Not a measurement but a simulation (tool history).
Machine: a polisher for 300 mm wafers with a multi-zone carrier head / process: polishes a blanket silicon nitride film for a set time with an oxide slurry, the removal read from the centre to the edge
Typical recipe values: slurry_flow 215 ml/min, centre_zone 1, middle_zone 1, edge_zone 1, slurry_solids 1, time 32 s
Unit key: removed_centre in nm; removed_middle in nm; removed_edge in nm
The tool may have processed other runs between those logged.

| run | hour | slurry_flow | centre_zone | middle_zone | edge_zone | slurry_solids | time | incoming thickness of the incoming film, nm | removed_centre | removed_middle | removed_edge |
|---|---|---|---|---|---|---|---|---|---|---|---|
| 1 | 0 | 215 | 0.94 | 1.06 | 1 | 1 | 32 | 239.8 | 19.6 | 22.2 | 21.5 |
| 2 | 16.4 | 215 | 0.94 | 1.06 | 1 | 1 | 32 | 241.8 | 19.7 | 21.8 | 21.2 |
| 3 | 33.7 | 215 | 0.94 | 1.06 | 1 | 1 | 32 | 239.9 | 19.5 | 21.8 | 20.7 |
| 4 | 47.2 | 170 | 1 | 1 | 1 | 0.75 | 32 | 242.5 | 18.7 | 18.8 | 18.6 |
|  | 57.3 | worn pad replaced by a new one |
| 5 | 65.1 | 170 | 1 | 1 | 1 | 0.75 | 32 | 243.3 | 19.9 | 19.7 | 19.8 |
| 6 | 71.7 | 170 | 1 | 1 | 1 | 0.75 | 32 | 239.2 | 19.3 | 19.7 | 19.3 |
| 7 | 78.3 | 215 | 1 | 1 | 0.96 | 1 | 32 | 242.3 | 21.1 | 21.6 | 21.3 |
| 8 | 89.1 | 215 | 1 | 1 | 0.96 | 1 | 32 | 238.7 | 21.5 | 21.8 | 21 |
| 9 | 104.5 | 215 | 1 | 1 | 0.96 | 1 | 32 | 242.4 | 20.9 | 21.2 | 20.7 |
| 10 | 116.5 | 215 | 1.04 | 1 | 1 | 1 | 32 | 244.3 | 22 | 21.2 | 21.5 |
| 11 | 128.6 | 215 | 1.04 | 1 | 1 | 1 | 32 | 241.4 | 21.6 | 21 | 21 |
| 12 | 140.3 | 215 | 1.08 | 1 | 1 | 1 | 32 | 239.4 | 22.4 | 21 | 21.2 |
| 13 | 158.3 | 265 | 1.05 | 1.05 | 1 | 1 | 32 | 237.2 | 21.8 | 21.6 | 21 |
|  | 175.5 | worn pad replaced by a new one |
| 14 | 176 | 215 | 0.9 | 0.92 | 1 | 1 | 32 | 242.4 | 19.3 | 21.2 | 21.7 |
|  | 181.4 | carrier head's membrane replaced by a new one |
|  | 183.3 | centre zone pressure recalibrated |
| 15 | 183.8 | 255 | 0.97 | 1.07 | 1.08 | 1 | 32 | 243.2 | 21.1 | 22.9 | 22.5 |
|  | 193.9 | edge zone pressure recalibrated |
| 16 | 197.5 | 275 | 1 | 1 | 1 | 1.1 | 32 | 243.9 | 22.5 | 22.4 | 22.6 |
|  | 199.8 | slurry nozzle cleaned |
| 17 | 209.1 | 215 | 1 | 1 | 1 | 1 | 32 | 236.5 | 21.2 | 21.1 | 21.9 |
| 18 | 219.9 | 215 | 1 | 1 | 1 | 1 | 32 | 235.9 | 21.2 | 21.3 | 21.1 |
| 19 | 235.5 | 215 | 1 | 1 | 1 | 1 | 32 | 237.8 | 21 | 21.1 | 21.3 |
| 20 | 244.9 | 215 | 1 | 1 | 1 | 1 | 32 | 241.5 | 20.8 | 20.9 | 20.8 |
| 21 | 253.7 | 215 | 1 | 1 | 1 | 1 | 32 | 238.9 | 20.8 | 21 | 21.1 |
| 22 | 267.2 | 215 | 1 | 1 | 1 | 1 | 41 | 239.4 | 26.2 | 26.9 | 26.3 |
|  | 281 | worn pad replaced by a new one |
| 23 | 281.5 | 195 | 1 | 1 | 0.95 | 1 | 32 | 238.8 | 21.3 | 21.6 | 21.4 |

Consider 3 possible next runs. They are alternatives, not a sequence: every one starts from the tool as it was left by run 23. What does each give?
| A | 281.9 | 215 | 1 | 1 | 1 | 1 | 29 | 237.3 | ? | ? | ? |
| B | 281.9 | 270 | 0.96 | 1 | 1 | 1.2 | 32 | 237.3 | ? | ? | ? |
| C | 281.9 | 215 | 0.91 | 1.06 | 1 | 1 | 28 | 237.3 | ? | ? | ? |

| run | removed_centre | removed_middle | removed_edge |
|---|---|---|---|
| A | 19.4 | 19.7 | 19.8 |
| B | 22 | 23.3 | 23.2 |
| C | 17 | 19.7 | 19.1 |
Had the tool no hidden state, the same runs would have come out as:
| run | removed_centre | removed_middle | removed_edge |
|---|---|---|---|
| A | 19.4 | 19.8 | 19.8 |
| B | 22 | 23.3 | 23.2 |
| C | 17 | 19.7 | 19.1 |

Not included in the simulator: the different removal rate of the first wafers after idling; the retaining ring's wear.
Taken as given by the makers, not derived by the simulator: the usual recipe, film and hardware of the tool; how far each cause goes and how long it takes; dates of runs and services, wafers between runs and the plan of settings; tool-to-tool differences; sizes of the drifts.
